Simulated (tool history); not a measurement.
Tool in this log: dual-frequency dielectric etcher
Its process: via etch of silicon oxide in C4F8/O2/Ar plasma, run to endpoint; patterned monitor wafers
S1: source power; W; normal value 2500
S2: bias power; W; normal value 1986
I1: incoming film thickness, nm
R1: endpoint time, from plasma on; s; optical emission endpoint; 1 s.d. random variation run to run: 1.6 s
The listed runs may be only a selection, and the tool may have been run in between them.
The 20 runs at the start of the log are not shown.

run   hour    S1    S2      I1     R1
 21  211.3  1920  1812  1048.1  219.7
 22  224.3  2500  1986  1048.9  198.2
 23  236.6  1940  2449  1060.9  207.3
 24  252.5  2500  1574  1049.8  203.1
     285.1  -- upper electrode replaced
 25  285.6  2280  2137  1052.9  199.9
 26  294.1  2500  1986  1051.4  198.6
 27  304.7  2710  1856  1050.6  193.8
 28  311.3  2500  1986  1045.6  195.7
 29  318.8  2800  1986  1042.1  186.3
 30  360.5  3020  2113  1051.4  183.9

Alternative continuations, all from the tool just after run 30; predict every row:
  A   361  2500  1986  1037.2   ?
  B   361  2980  1817  1037.2   ?
  C   361  2960  1694  1037.2   ?

run     R1
  A  192.9
  B  183.8
  C  186.2
With the hidden condition removed and each run's random variation left untouched, the same runs would have given:
run     R1
  A  192.9
  B  183.8
  C  186.2
